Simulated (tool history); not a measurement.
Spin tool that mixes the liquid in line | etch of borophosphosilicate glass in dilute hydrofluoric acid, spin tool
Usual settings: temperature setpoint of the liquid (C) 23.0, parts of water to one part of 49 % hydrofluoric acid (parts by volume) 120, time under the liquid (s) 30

| run | hour | temperature setpoint of the liquid (C) | parts of water to one part of 49 % hydrofluoric acid (parts by volume) | time under the liquid (s) | read-back film thickness of the borophosphosilicate glass reference wafer, read on the same gauge (nm) | thickness taken off the borophosphosilicate glass on a monitor wafer (Å) |
|---|---|---|---|---|---|---|
| 1 | 0.0 | 23.0 | 120 | 30 | 110.02 | 126.4 |
| 2 | 9.4 | 23.0 | 120 | 30 | 110.01 | 125.1 |
| 3 | 21.8 | 23.0 | 120 | 30 | 110.02 | 125.2 |
| 4 | 29.7 | 23.0 | 120 | 30 | 110.00 | 126.7 |
| 5 | 40.6 | 23.0 | 120 | 30 | 110.01 | 125.9 |
| 6 | 53.1 | 23.0 | 80 | 20 | 110.02 | 132.8 |
| 7 | 60.0 | 23.0 | 100 | 30 | 109.97 | 155.0 |
| 8 | 67.1 | 23.0 | 100 | 30 | 109.98 | 153.4 |
| 9 | 78.4 | 23.0 | 120 | 30 | 110.01 | 124.8 |
| 10 | 96.2 | 23.0 | 120 | 30 | 110.05 | 125.5 |
| 11 | 104.7 | 23.0 | 120 | 30 | 109.99 | 125.0 |
| 12 | 117.4 | 19.0 | 120 | 30 | 110.02 | 106.9 |
| 13 | 134.9 | 19.0 | 120 | 30 | 110.03 | 105.9 |
| 14 | 141.0 | 23.0 | 120 | 30 | 110.01 | 124.2 |
| 15 | 158.0 | 18.5 | 95 | 15 | 110.00 | 67.4 |
|  | 163.4 | hydrofluoric acid flow meter replaced |
|  | 166.2 | thermometer replaced |
| 16 | 175.9 | 23.0 | 120 | 30 | 109.99 | 139.7 |
| 17 | 193.1 | 27.0 | 75 | 20 | 110.03 | 183.8 |
| 18 | 209.4 | 27.5 | 160 | 30 | 110.00 | 118.5 |
| 19 | 215.7 | 19.0 | 120 | 35 | 110.00 | 138.8 |
|  | 227.0 | gauge calibrated |
| 20 | 260.0 | 23.0 | 120 | 30 | 109.97 | 137.9 |
| 21 | 273.6 | 25.5 | 175 | 20 | 109.97 | 65.6 |
| 22 | 287.5 | 23.0 | 120 | 15 | 110.01 | 68.8 |
| 23 | 304.1 | 23.0 | 120 | 30 | 110.00 | 137.9 |
| 24 | 318.4 | 25.0 | 145 | 50 | 110.01 | 198.0 |
| 25 | 332.7 | 23.0 | 65 | 30 | 110.01 | 273.4 |
| 26 | 345.3 | 23.0 | 120 | 30 | 110.01 | 137.2 |
| 27 | 358.3 | 23.0 | 120 | 30 | 109.99 | 136.8 |

3 ways to go on from here, each from the tool as it stands after run 27. What would each give?
| A | 358.7 | 23.0 | 120 | 30 | ? | ? |
| B | 358.7 | 19.0 | 140 | 30 | ? | ? |
| C | 358.7 | 20.0 | 120 | 45 | ? | ? |

| run | read-back film thickness of the borophosphosilicate glass reference wafer, read on the same gauge (nm) | thickness taken off the borophosphosilicate glass on a monitor wafer (Å) |
|---|---|---|
| A | 110.02 | 138.1 |
| B | 110.02 | 98.7 |
| C | 110.02 | 183.8 |
Without the tool's hidden state the same runs would have given:
| run | thickness taken off the borophosphosilicate glass on a monitor wafer (Å) |
|---|---|
| A | 141.4 |
| B | 101.1 |
| C | 188.2 |

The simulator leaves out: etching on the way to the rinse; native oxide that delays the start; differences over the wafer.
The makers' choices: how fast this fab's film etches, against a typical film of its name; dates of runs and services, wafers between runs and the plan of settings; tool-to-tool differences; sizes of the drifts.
